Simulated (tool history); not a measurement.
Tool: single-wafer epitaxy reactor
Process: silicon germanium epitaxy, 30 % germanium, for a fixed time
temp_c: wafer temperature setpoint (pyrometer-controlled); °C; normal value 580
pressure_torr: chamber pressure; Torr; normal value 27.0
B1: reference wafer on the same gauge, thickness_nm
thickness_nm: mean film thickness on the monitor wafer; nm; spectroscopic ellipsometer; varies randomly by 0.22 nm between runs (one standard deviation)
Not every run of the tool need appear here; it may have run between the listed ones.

run 1 hour=0.0 | temp_c=580 pressure_torr=27.0 | B1=49.003 | thickness_nm=45.307
run 2 hour=7.5 | temp_c=580 pressure_torr=27.0 | B1=48.974 | thickness_nm=45.096
run 3 hour=21.8 | temp_c=580 pressure_torr=27.0 | B1=49.035 | thickness_nm=45.277
run 4 hour=38.1 | temp_c=576 pressure_torr=23.3 | B1=49.012 | thickness_nm=40.087
run 5 hour=56.0 | temp_c=576 pressure_torr=23.3 | B1=49.022 | thickness_nm=40.779
run 6 hour=69.2 | temp_c=576 pressure_torr=23.3 | B1=48.975 | thickness_nm=40.377
run 7 hour=76.5 | temp_c=580 pressure_torr=27.0 | B1=49.001 | thickness_nm=45.228
run 8 hour=94.5 | temp_c=580 pressure_torr=27.0 | B1=49.000 | thickness_nm=45.554
run 9 hour=109.2 | temp_c=580 pressure_torr=27.0 | B1=49.030 | thickness_nm=45.071
run 10 hour=125.1 | temp_c=580 pressure_torr=27.0 | B1=49.049 | thickness_nm=45.504
run 11 hour=140.3 | temp_c=580 pressure_torr=27.0 | B1=48.972 | thickness_nm=45.793
-- hour=148.4 capacitance manometer re-zeroed and calibrated
-- hour=166.6 showerhead replaced
-- hour=176.0 pyrometer calibrated
run 12 hour=176.5 | temp_c=580 pressure_torr=27.0 | B1=48.978 | thickness_nm=41.323
run 13 hour=193.9 | temp_c=580 pressure_torr=27.0 | B1=49.027 | thickness_nm=41.343
run 14 hour=204.8 | temp_c=580 pressure_torr=27.0 | B1=48.987 | thickness_nm=41.507
run 15 hour=219.2 | temp_c=587 pressure_torr=25.3 | B1=48.962 | thickness_nm=46.874
run 16 hour=225.4 | temp_c=574 pressure_torr=21.0 | B1=48.948 | thickness_nm=34.800
run 17 hour=231.9 | temp_c=584 pressure_torr=27.0 | B1=49.032 | thickness_nm=45.001
run 18 hour=248.5 | temp_c=580 pressure_torr=27.0 | B1=49.016 | thickness_nm=41.360
run 19 hour=263.3 | temp_c=584 pressure_torr=33.7 | B1=48.964 | thickness_nm=47.133
run 20 hour=280.6 | temp_c=587 pressure_torr=31.4 | B1=49.057 | thickness_nm=49.195
run 21 hour=291.1 | temp_c=568 pressure_torr=22.7 | B1=48.983 | thickness_nm=31.223
-- hour=300.1 gauge calibrated
run 22 hour=337.6 | temp_c=580 pressure_torr=27.0 | B1=49.081 | thickness_nm=41.246
run 23 hour=346.5 | temp_c=586 pressure_torr=23.0 | B1=49.029 | thickness_nm=45.260
run 24 hour=357.7 | temp_c=590 pressure_torr=30.5 | B1=49.028 | thickness_nm=51.789
run 25 hour=375.5 | temp_c=568 pressure_torr=23.3 | B1=49.018 | thickness_nm=31.236
run 26 hour=387.3 | temp_c=566 pressure_torr=27.0 | B1=48.960 | thickness_nm=31.204
run 27 hour=397.9 | temp_c=580 pressure_torr=27.0 | B1=48.995 | thickness_nm=41.146
run 28 hour=409.0 | temp_c=576 pressure_torr=21.1 | B1=49.002 | thickness_nm=35.831
run 29 hour=423.2 | temp_c=591 pressure_torr=29.5 | B1=49.076 | thickness_nm=51.933
run 30 hour=435.9 | temp_c=580 pressure_torr=27.0 | B1=49.028 | thickness_nm=41.366
run 31 hour=442.7 | temp_c=566 pressure_torr=32.8 | B1=49.002 | thickness_nm=32.212
run 32 hour=450.4 | temp_c=574 pressure_torr=33.6 | B1=48.971 | thickness_nm=38.159
run 33 hour=465.1 | temp_c=580 pressure_torr=27.0 | B1=49.021 | thickness_nm=41.268
run 34 hour=481.6 | temp_c=580 pressure_torr=27.0 | B1=48.984 | thickness_nm=41.103
run 35 hour=498.4 | temp_c=580 pressure_torr=27.0 | B1=48.957 | thickness_nm=41.231

4 options for the next run, each taken on its own from the tool as it stands now. Forecast them:
run A hour=498.8 | temp_c=580 pressure_torr=27.0 | B1=? | thickness_nm=?
run B hour=498.8 | temp_c=568 pressure_torr=24.4 | B1=? | thickness_nm=?
run C hour=498.8 | temp_c=586 pressure_torr=33.0 | B1=? | thickness_nm=?
run D hour=498.8 | temp_c=569 pressure_torr=24.1 | B1=? | thickness_nm=?

run=A B1=49.002 thickness_nm=41.348
run=B B1=49.002 thickness_nm=31.651
run=C B1=49.002 thickness_nm=48.818
run=D B1=49.002 thickness_nm=32.232
With no hidden state in the tool, these same runs would have given:
run=A thickness_nm=41.514
run=B thickness_nm=31.782
run=C thickness_nm=49.011
run=D thickness_nm=32.365

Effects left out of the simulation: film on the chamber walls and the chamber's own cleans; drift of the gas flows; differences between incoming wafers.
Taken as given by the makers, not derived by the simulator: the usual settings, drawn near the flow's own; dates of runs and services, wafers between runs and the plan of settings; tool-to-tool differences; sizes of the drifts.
